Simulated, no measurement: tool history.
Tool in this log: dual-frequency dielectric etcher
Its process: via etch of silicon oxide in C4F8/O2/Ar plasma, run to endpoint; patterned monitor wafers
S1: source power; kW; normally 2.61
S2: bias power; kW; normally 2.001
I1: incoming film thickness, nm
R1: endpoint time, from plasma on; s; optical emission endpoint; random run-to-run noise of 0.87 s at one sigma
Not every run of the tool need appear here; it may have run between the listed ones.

Run 1, hour 0: usual settings but S2 2.348 kW; I1 1519.8. Result: R1 254.9 s.
Run 2, hour 16.2: usual settings but S2 2.348 kW; I1 1529.4. Result: R1 255.8 s.
Run 3, hour 32.3: usual settings; I1 1532.1. Result: R1 271.7 s.
Run 4, hour 40.3: usual settings; I1 1518.8. Result: R1 269.5 s.
Run 5, hour 91.4: usual settings; I1 1512.3. Result: R1 268.5 s.
Run 6, hour 108.8: usual settings; I1 1530.4. Result: R1 272.4 s.
Run 7, hour 121.8: usual settings; I1 1529.5. Result: R1 274.5 s.
Run 8, hour 136.7: usual settings; I1 1525.7. Result: R1 271.3 s.
Run 9, hour 153.9: usual settings; I1 1531.2. Result: R1 274.6 s.
Run 10, hour 169.9: usual settings; I1 1516.4. Result: R1 272.4 s.
Run 11, hour 184.4: usual settings; I1 1534.3. Result: R1 273.3 s.
Run 12, hour 198.1: usual settings but S1 3.04 kW, S2 2.231 kW; I1 1526.6. Result: R1 253.5 s.
Run 13, hour 211.6: usual settings; I1 1533.7. Result: R1 275.4 s.
Run 14, hour 220.8: usual settings but S1 3.25 kW, S2 1.712 kW; I1 1532.1. Result: R1 270.5 s.
At hour 255.5: bias power generator calibrated.
At hour 257.5: upper electrode replaced.
At hour 258.8: source power generator calibrated.
At hour 274.1: wet clean of the chamber.
Run 15, hour 274.6: usual settings but S1 2.98 kW, S2 2.33 kW; I1 1518.4. Result: R1 241.6 s.
Run 16, hour 275.1: usual settings but S1 2.98 kW, S2 2.33 kW; I1 1542.2. Result: R1 245.7 s.
Run 17, hour 275.5: usual settings but S1 2.26 kW, S2 1.759 kW; I1 1538.2. Result: R1 291.2 s.
Run 18, hour 278.2: usual settings but S1 2.34 kW, S2 1.781 kW; I1 1512.8. Result: R1 283.2 s.
Run 19, hour 292.4: usual settings but S1 3.04 kW, S2 2.231 kW; I1 1521. Result: R1 243.2 s.
Run 20, hour 307.9: usual settings but S1 2.98 kW, S2 2.33 kW; I1 1521.3. Result: R1 244.7 s.
Run 21, hour 320: usual settings; I1 1540.1. Result: R1 270.4 s.
Run 22, hour 334.8: usual settings but S2 2.19 kW; I1 1528.7. Result: R1 260.9 s.
Run 23, hour 350.6: usual settings but S1 2.93 kW, S2 2.347 kW; I1 1517.3. Result: R1 244.2 s.

Predict each of these 3 candidate next runs independently; none follows another, all start after run 23:
Run A, hour 351.1: usual settings; I1 1526.2. Result: R1 ?.
Run B, hour 351.1: usual settings but S1 2.21 kW, S2 2.181 kW; I1 1526.2. Result: R1 ?.
Run C, hour 351.1: usual settings but S1 2.28 kW, S2 2.459 kW; I1 1526.2. Result: R1 ?.

run     R1
  A  268.2
  B  273.2
  C    260
With the hidden condition removed and each run's random variation left untouched, the same runs would have given:
run     R1
  A  266.4
  B  271.3
  C  258.3

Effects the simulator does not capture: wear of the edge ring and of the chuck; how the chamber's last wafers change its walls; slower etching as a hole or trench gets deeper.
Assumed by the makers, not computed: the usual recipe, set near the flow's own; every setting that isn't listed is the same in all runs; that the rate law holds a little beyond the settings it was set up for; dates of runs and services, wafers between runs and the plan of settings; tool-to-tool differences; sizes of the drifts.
